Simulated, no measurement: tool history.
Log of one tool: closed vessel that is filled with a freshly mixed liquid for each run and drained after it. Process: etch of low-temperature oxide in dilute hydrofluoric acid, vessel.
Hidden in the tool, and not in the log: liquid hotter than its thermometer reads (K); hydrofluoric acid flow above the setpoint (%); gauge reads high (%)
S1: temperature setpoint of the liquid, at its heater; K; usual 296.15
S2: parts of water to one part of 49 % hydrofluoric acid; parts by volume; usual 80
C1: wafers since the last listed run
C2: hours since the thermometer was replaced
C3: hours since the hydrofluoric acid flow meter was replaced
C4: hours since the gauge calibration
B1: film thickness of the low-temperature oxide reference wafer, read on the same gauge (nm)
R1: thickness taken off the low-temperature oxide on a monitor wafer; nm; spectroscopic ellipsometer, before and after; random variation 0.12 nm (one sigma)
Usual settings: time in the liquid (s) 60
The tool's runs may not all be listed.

{"run": 1, "hour": 0.0, "S1": 296.15, "S2": 80, "time in the liquid (s)": 60, "C1": 0, "C2": 1076.3, "C3": 277.5, "C4": 342.3, "B1": 150.0, "R1": 16.13}
{"run": 2, "hour": 17.6, "S1": 296.15, "S2": 80, "time in the liquid (s)": 60, "C1": 2563, "C2": 1093.9, "C3": 295.1, "C4": 359.9, "B1": 149.98, "R1": 16.46}
{"run": 3, "hour": 42.0, "S1": 296.15, "S2": 80, "time in the liquid (s)": 60, "C1": 3553, "C2": 1118.3, "C3": 319.5, "C4": 384.3, "B1": 150.02, "R1": 16.3}
{"run": 4, "hour": 66.1, "S1": 296.15, "S2": 50, "time in the liquid (s)": 70, "C1": 3510, "C2": 1142.4, "C3": 343.6, "C4": 408.4, "B1": 149.99, "R1": 32.06}
{"run": 5, "hour": 85.5, "S1": 296.15, "S2": 50, "time in the liquid (s)": 70, "C1": 2825, "C2": 1161.8, "C3": 363.0, "C4": 427.8, "B1": 150.01, "R1": 32.15}
{"run": 6, "hour": 111.3, "S1": 296.15, "S2": 80, "time in the liquid (s)": 60, "C1": 3757, "C2": 1187.6, "C3": 388.8, "C4": 453.6, "B1": 150.02, "R1": 16.72}
{"run": 7, "hour": 127.3, "S1": 296.15, "S2": 80, "time in the liquid (s)": 60, "C1": 2330, "C2": 1203.6, "C3": 404.8, "C4": 469.6, "B1": 150.01, "R1": 16.86}
{"run": 8, "hour": 159.5, "S1": 296.15, "S2": 80, "time in the liquid (s)": 60, "C1": 4689, "C2": 1235.8, "C3": 437.0, "C4": 501.8, "B1": 150.01, "R1": 16.92}
{"hour": 182.8, "done": "thermometer replaced"}
{"run": 9, "hour": 190.8, "S1": 296.15, "S2": 80, "time in the liquid (s)": 60, "C1": 4413, "C2": 8.0, "C3": 468.3, "C4": 533.1, "B1": 150.0, "R1": 16.7}
{"run": 10, "hour": 208.4, "S1": 296.15, "S2": 80, "time in the liquid (s)": 60, "C1": 2563, "C2": 25.6, "C3": 485.9, "C4": 550.7, "B1": 150.0, "R1": 16.63}
{"run": 11, "hour": 231.6, "S1": 298.15, "S2": 80, "time in the liquid (s)": 60, "C1": 3379, "C2": 48.8, "C3": 509.1, "C4": 573.9, "B1": 150.01, "R1": 18.48}
{"run": 12, "hour": 266.4, "S1": 299.15, "S2": 80, "time in the liquid (s)": 60, "C1": 5068, "C2": 83.6, "C3": 543.9, "C4": 608.7, "B1": 150.01, "R1": 19.35}
{"run": 13, "hour": 290.5, "S1": 296.15, "S2": 80, "time in the liquid (s)": 60, "C1": 3510, "C2": 107.7, "C3": 568.0, "C4": 632.8, "B1": 149.99, "R1": 17.33}
{"run": 14, "hour": 325.7, "S1": 296.15, "S2": 55, "time in the liquid (s)": 85, "C1": 5126, "C2": 142.9, "C3": 603.2, "C4": 668.0, "B1": 150.0, "R1": 36.87}
{"run": 15, "hour": 341.5, "S1": 294.65, "S2": 55, "time in the liquid (s)": 70, "C1": 2301, "C2": 158.7, "C3": 619.0, "C4": 683.8, "B1": 150.0, "R1": 28.42}
{"hour": 363.6, "done": "gauge calibrated"}
{"run": 16, "hour": 371.8, "S1": 298.15, "S2": 95, "time in the liquid (s)": 35, "C1": 4413, "C2": 189.0, "C3": 649.3, "C4": 8.2, "B1": 150.01, "R1": 9.27}
{"hour": 385.1, "done": "hydrofluoric acid flow meter replaced"}
{"run": 17, "hour": 386.2, "S1": 294.65, "S2": 80, "time in the liquid (s)": 85, "C1": 1951, "C2": 203.4, "C3": 1.1, "C4": 22.6, "B1": 150.0, "R1": 20.8}
{"run": 18, "hour": 400.3, "S1": 296.15, "S2": 115, "time in the liquid (s)": 60, "C1": 2053, "C2": 217.5, "C3": 15.2, "C4": 36.7, "B1": 150.0, "R1": 10.43}
{"run": 19, "hour": 415.9, "S1": 292.15, "S2": 100, "time in the liquid (s)": 90, "C1": 2272, "C2": 233.1, "C3": 30.8, "C4": 52.3, "B1": 150.0, "R1": 15.71}
{"run": 20, "hour": 437.9, "S1": 296.15, "S2": 105, "time in the liquid (s)": 30, "C1": 3204, "C2": 255.1, "C3": 52.8, "C4": 74.3, "B1": 149.98, "R1": 5.9}
{"run": 21, "hour": 458.6, "S1": 296.15, "S2": 65, "time in the liquid (s)": 60, "C1": 3014, "C2": 275.8, "C3": 73.5, "C4": 95.0, "B1": 150.0, "R1": 19.83}
{"run": 22, "hour": 491.6, "S1": 296.15, "S2": 80, "time in the liquid (s)": 60, "C1": 4806, "C2": 308.8, "C3": 106.5, "C4": 128.0, "B1": 150.02, "R1": 16.04}
{"run": 23, "hour": 519.6, "S1": 300.65, "S2": 110, "time in the liquid (s)": 80, "C1": 4078, "C2": 336.8, "C3": 134.5, "C4": 156.0, "B1": 149.99, "R1": 17.88}
{"run": 24, "hour": 542.3, "S1": 296.15, "S2": 80, "time in the liquid (s)": 60, "C1": 3306, "C2": 359.5, "C3": 157.2, "C4": 178.7, "B1": 149.98, "R1": 16.06}
{"run": 25, "hour": 563.4, "S1": 297.65, "S2": 80, "time in the liquid (s)": 60, "C1": 3073, "C2": 380.6, "C3": 178.3, "C4": 199.8, "B1": 150.01, "R1": 17.18}

Hidden state at the last listed run before each entry between runs and at the first one after, where it differs:
Between runs 8 and 9: thermometer replaced (hour 182.8)
  hydrofluoric acid flow above the setpoint (%): 7.76 -> 8.29
  measured less the result without the state, R1: +1.33 -> +1.39 nm
Between runs 15 and 16: gauge calibrated (hour 363.6)
  hydrofluoric acid flow above the setpoint (%): 10.8 -> 11.4
  measured less the result without the state, R1: +2.95 -> +1.05 nm
Between runs 16 and 17: hydrofluoric acid flow meter replaced (hour 385.1)
  hydrofluoric acid flow above the setpoint (%): 11.4 -> 1.09
  measured less the result without the state, R1: +1.05 -> +0.24 nm
